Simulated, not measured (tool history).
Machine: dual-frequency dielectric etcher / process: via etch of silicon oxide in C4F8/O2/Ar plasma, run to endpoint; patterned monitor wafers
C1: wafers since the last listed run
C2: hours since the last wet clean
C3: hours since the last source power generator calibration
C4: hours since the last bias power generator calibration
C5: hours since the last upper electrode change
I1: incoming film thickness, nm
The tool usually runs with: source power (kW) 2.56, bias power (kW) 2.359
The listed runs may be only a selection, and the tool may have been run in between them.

run 1 day=0 | source_power_(kW)=2.76 bias_power_(kW)=2.359 | C1=0 C2=526.2 C3=1577.4 C4=3397 C5=2876 | I1=1622.4 | endpoint_time_(s)=251.3
-- day=1.029 wet clean of the chamber
run 2 day=1.725 | source_power_(kW)=2.74 bias_power_(kW)=2.493 | C1=79 C2=16.7 C3=1618.8 C4=3438.4 C5=2917.4 | I1=1629.5 | endpoint_time_(s)=259
run 3 day=5.821 | source_power_(kW)=2.98 bias_power_(kW)=2.478 | C1=447 C2=115 C3=1717.1 C4=3536.7 C5=3015.7 | I1=1624.4 | endpoint_time_(s)=249.5
run 4 day=9.992 | source_power_(kW)=2.98 bias_power_(kW)=2.478 | C1=456 C2=215.1 C3=1817.2 C4=3636.8 C5=3115.8 | I1=1621.2 | endpoint_time_(s)=246.8
run 5 day=14.183 | source_power_(kW)=2.98 bias_power_(kW)=2.478 | C1=458 C2=315.7 C3=1917.8 C4=3737.4 C5=3216.4 | I1=1618.2 | endpoint_time_(s)=245.4
run 6 day=17.475 | source_power_(kW)=2.56 bias_power_(kW)=2.359 | C1=359 C2=394.7 C3=1996.8 C4=3816.4 C5=3295.4 | I1=1624.6 | endpoint_time_(s)=258.6
run 7 day=19.842 | source_power_(kW)=2.56 bias_power_(kW)=2.359 | C1=258 C2=451.5 C3=2053.6 C4=3873.2 C5=3352.2 | I1=1622.6 | endpoint_time_(s)=258.4
-- day=22.496 wet clean of the chamber
run 8 day=24.017 | source_power_(kW)=2.89 bias_power_(kW)=2.359 | C1=347 C2=36.5 C3=2153.8 C4=3973.4 C5=3452.4 | I1=1614.5 | endpoint_time_(s)=256.4
-- day=26.304 bias power generator calibrated
run 9 day=26.325 | source_power_(kW)=2.89 bias_power_(kW)=2.359 | C1=234 C2=91.9 C3=2209.2 C4=0.5 C5=3507.8 | I1=1626.8 | endpoint_time_(s)=256.9
run 10 day=30.804 | source_power_(kW)=2.56 bias_power_(kW)=2.359 | C1=489 C2=199.4 C3=2316.7 C4=108 C5=3615.3 | I1=1608.3 | endpoint_time_(s)=261.7
run 11 day=32.371 | source_power_(kW)=2.56 bias_power_(kW)=2.116 | C1=171 C2=237 C3=2354.3 C4=145.6 C5=3652.9 | I1=1620.3 | endpoint_time_(s)=268.5
run 12 day=36.446 | source_power_(kW)=2.56 bias_power_(kW)=2.116 | C1=445 C2=334.8 C3=2452.1 C4=243.4 C5=3750.7 | I1=1624.3 | endpoint_time_(s)=267.8
run 13 day=38.292 | source_power_(kW)=2.56 bias_power_(kW)=2.116 | C1=201 C2=379.1 C3=2496.4 C4=287.7 C5=3795 | I1=1606.8 | endpoint_time_(s)=264.3
-- day=39.417 upper electrode replaced
run 14 day=42.388 | source_power_(kW)=3.08 bias_power_(kW)=1.818 | C1=338 C2=477.4 C3=2594.7 C4=386 C5=71.3 | I1=1628.4 | endpoint_time_(s)=261.4
-- day=43.896 wet clean of the chamber
run 15 day=44 | source_power_(kW)=2.56 bias_power_(kW)=2.715 | C1=66 C2=2.5 C3=2633.4 C4=424.7 C5=110 | I1=1635.2 | endpoint_time_(s)=259.8
run 16 day=47.042 | source_power_(kW)=2.34 bias_power_(kW)=2.655 | C1=332 C2=75.5 C3=2706.4 C4=497.7 C5=183 | I1=1626.5 | endpoint_time_(s)=264.2
run 17 day=48.912 | source_power_(kW)=2.56 bias_power_(kW)=2.359 | C1=204 C2=120.4 C3=2751.3 C4=542.6 C5=227.9 | I1=1616.7 | endpoint_time_(s)=263.1
-- day=51.262 source power generator calibrated
run 18 day=53.1 | source_power_(kW)=2.89 bias_power_(kW)=2.359 | C1=439 C2=220.9 C3=44.1 C4=643.1 C5=328.4 | I1=1620.4 | endpoint_time_(s)=256.7
run 19 day=54.662 | source_power_(kW)=2.74 bias_power_(kW)=2.493 | C1=170 C2=258.4 C3=81.6 C4=680.6 C5=365.9 | I1=1622.8 | endpoint_time_(s)=255
run 20 day=58.779 | source_power_(kW)=2.56 bias_power_(kW)=2.359 | C1=450 C2=357.2 C3=180.4 C4=779.4 C5=464.7 | I1=1612 | endpoint_time_(s)=259.1
-- day=61.996 wet clean of the chamber
run 21 day=62.758 | source_power_(kW)=2.56 bias_power_(kW)=2.359 | C1=325 C2=18.3 C3=275.9 C4=874.9 C5=560.2 | I1=1618.7 | endpoint_time_(s)=269.4
run 22 day=65.554 | source_power_(kW)=3 bias_power_(kW)=2.921 | C1=305 C2=85.4 C3=343 C4=942 C5=627.3 | I1=1609 | endpoint_time_(s)=240.8
run 23 day=68.496 | source_power_(kW)=2.06 bias_power_(kW)=2.836 | C1=321 C2=156 C3=413.6 C4=1012.6 C5=697.9 | I1=1634.9 | endpoint_time_(s)=272.9
run 24 day=71.933 | source_power_(kW)=2.23 bias_power_(kW)=2.709 | C1=375 C2=238.5 C3=496.1 C4=1095.1 C5=780.4 | I1=1613.8 | endpoint_time_(s)=265.2
run 25 day=76.196 | source_power_(kW)=2.56 bias_power_(kW)=2.359 | C1=466 C2=340.8 C3=598.4 C4=1197.4 C5=882.7 | I1=1610.5 | endpoint_time_(s)=259.5
run 26 day=79.796 | source_power_(kW)=3.09 bias_power_(kW)=1.968 | C1=393 C2=427.2 C3=684.8 C4=1283.8 C5=969.1 | I1=1617.3 | endpoint_time_(s)=255.7
run 27 day=83.271 | source_power_(kW)=2.21 bias_power_(kW)=1.958 | C1=380 C2=510.6 C3=768.2 C4=1367.2 C5=1052.5 | I1=1624.3 | endpoint_time_(s)=285.1

What was the tool's hidden state at every run in the log?
bias power that arrives over what is set, %: 0 in every run
H1: etch rate over this chamber's usual, %
H2: source power that arrives over what is set, %
run=1 H1=3.73 H2=4.81
run=2 H1=-0.358 H2=4.85
run=3 H1=0.45 H2=4.94
run=4 H1=1.27 H2=5.02
run=5 H1=2.1 H2=5.09
run=6 H1=2.75 H2=5.14
run=7 H1=3.22 H2=5.18
run=8 H1=-0.0386 H2=5.23
run=9 H1=0.417 H2=5.26
run=10 H1=1.3 H2=5.31
run=11 H1=1.61 H2=5.32
run=12 H1=2.41 H2=5.36
run=13 H1=2.78 H2=5.38
run=14 H1=3.59 H2=5.41
run=15 H1=-0.0902 H2=5.42
run=16 H1=0.51 H2=5.44
run=17 H1=0.879 H2=5.46
run=18 H1=1.71 H2=-0.319
run=19 H1=2.01 H2=-0.11
run=20 H1=2.83 H2=0.399
run=21 H1=-0.427 H2=0.839
run=22 H1=0.125 H2=1.12
run=23 H1=0.706 H2=1.4
run=24 H1=1.38 H2=1.69
run=25 H1=2.23 H2=2.02
run=26 H1=2.94 H2=2.27
run=27 H1=3.62 H2=2.49
